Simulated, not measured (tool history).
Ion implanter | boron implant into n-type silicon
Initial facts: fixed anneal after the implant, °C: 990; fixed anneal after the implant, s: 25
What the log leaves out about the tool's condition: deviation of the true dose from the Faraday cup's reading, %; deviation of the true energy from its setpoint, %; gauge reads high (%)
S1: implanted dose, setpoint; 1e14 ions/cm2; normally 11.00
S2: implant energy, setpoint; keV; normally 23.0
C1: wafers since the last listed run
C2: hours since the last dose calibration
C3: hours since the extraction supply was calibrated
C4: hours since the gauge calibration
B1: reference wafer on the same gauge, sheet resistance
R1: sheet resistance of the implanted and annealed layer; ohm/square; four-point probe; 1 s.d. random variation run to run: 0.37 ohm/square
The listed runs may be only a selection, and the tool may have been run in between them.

run    hour     S1    S2    C1      C2      C3     C4      B1      R1
  1     0.0  11.00  23.0     0  2024.0  4225.6  129.4  104.06  108.24
  2    24.1  11.00  23.0   465  2048.1  4249.7  153.5  103.98  108.52
  3    44.4  11.00  23.0   391  2068.4  4270.0  173.8  104.14  108.14
  4    58.4  11.00  23.0   270  2082.4  4284.0  187.8  103.97  109.33
  5    76.4  11.00  23.0   347  2100.4  4302.0  205.8  103.89  108.06
  6   148.6  11.00  23.0  1393  2172.6  4374.2  278.0  103.90  108.79
  7   173.6  12.40  23.0   482  2197.6  4399.2  303.0  104.10   99.07
  8   186.7  12.40  23.0   252  2210.7  4412.3  316.1  104.06   99.07
  9   222.5  11.00  23.0   690  2246.5  4448.1  351.9  104.02  108.64
 10   264.4  11.00  23.0   808  2288.4  4490.0  393.8  103.95  108.51
 11   290.8  11.00  23.0   509  2314.8  4516.4  420.2  103.83  108.65
 12   314.5   8.66  23.0   457  2338.5  4540.1  443.9  103.91  132.61
      341.2  -- extraction supply calibrated
 13   341.7  11.00  23.0   370  2365.7     0.5  471.1  104.20  108.37
 14   363.6  11.00  23.0   422  2387.6    22.4  493.0  104.19  108.47
 15   378.7  11.00  23.0   291  2402.7    37.5  508.1  104.21  108.54
 16   396.6  11.00  23.0   345  2420.6    55.4  526.0  104.02  108.68
 17   414.2  11.00  23.0   339  2438.2    73.0  543.6  103.95  108.32
 18   435.9  11.00  23.0   418  2459.9    94.7  565.3  104.08  108.31
 19   448.3  12.33  18.5   239  2472.3   107.1  577.7  103.90  101.92
 20   474.3  12.30  27.5   501  2498.3   133.1  603.7  103.95   97.70
 21   501.0  13.00  28.5   515  2525.0   159.8  630.4  104.19   93.46
      540.3  -- Faraday cup replaced and dose calibrated
 22   540.8  11.00  17.0   613     0.5   199.6  670.2  103.95  108.30
      604.2  -- gauge calibrated
 23   628.4  11.00  23.0  1690    88.1   287.2   24.2  104.08  105.53
 24   661.7  11.00  23.0   642   121.4   320.5   57.5  103.94  106.08
 25   741.4  11.00  23.0  1538   201.1   400.2  137.2  103.91  106.12
 26   771.2  10.16  29.0   575   230.9   430.0  167.0  103.92  111.35
 27   792.9   9.55  19.5   418   252.6   451.7  188.7  104.01  120.23
 28   807.7   8.44  27.5   285   267.4   466.5  203.5  104.13  130.36
 29   839.9   8.61  19.0   621   299.6   498.7  235.7  104.03  131.98
 30   858.3  11.00  23.0   355   318.0   517.1  254.1  104.18  106.43
 31   928.0  11.00  23.0  1345   387.7   586.8  323.8  103.93  106.92
 32   960.2  13.84  26.5   621   419.9   619.0  356.0  104.00   89.06
 33   987.9  11.00  25.5   534   447.6   646.7  383.7  104.05  105.25
 34  1014.8  11.00  23.0   519   474.5   673.6  410.6  104.07  106.84
 35  1028.4  12.47  17.0   262   488.1   687.2  424.2  103.98  101.46
 36  1047.2  11.00  23.0   362   506.9   706.0  443.0  104.03  106.67
 37  1076.6  12.13  15.0   567   536.3   735.4  472.4  103.99  106.30
 38  1103.5  13.97  19.5   519   563.2   762.3  499.3  104.19   91.48

A few steps of R1 between consecutive runs. Split each: what settings, incoming material and random variation would produce without the hidden state, and what is left over for the hidden state, along with gauge scatter present in only one of the two compared results (measured, and without hidden state):
Run 11 -> 12: S1 11.00 -> 8.66. R1 +23.96 ohm/square: hidden state +1.19, all else +22.77.
Run 12 -> 13: S1 8.66 -> 11.00, extraction supply calibrated. R1 -24.24 ohm/square: hidden state -1.18, all else -23.06.
Run 21 -> 22: S1 13.00 -> 11.00, S2 28.5 -> 17.0, Faraday cup replaced and dose calibrated. R1 +14.84 ohm/square: hidden state -2.79, all else +17.63.
Run 29 -> 30: S1 8.61 -> 11.00, S2 19.0 -> 23.0. R1 -25.55 ohm/square: hidden state -0.53, all else -25.02.
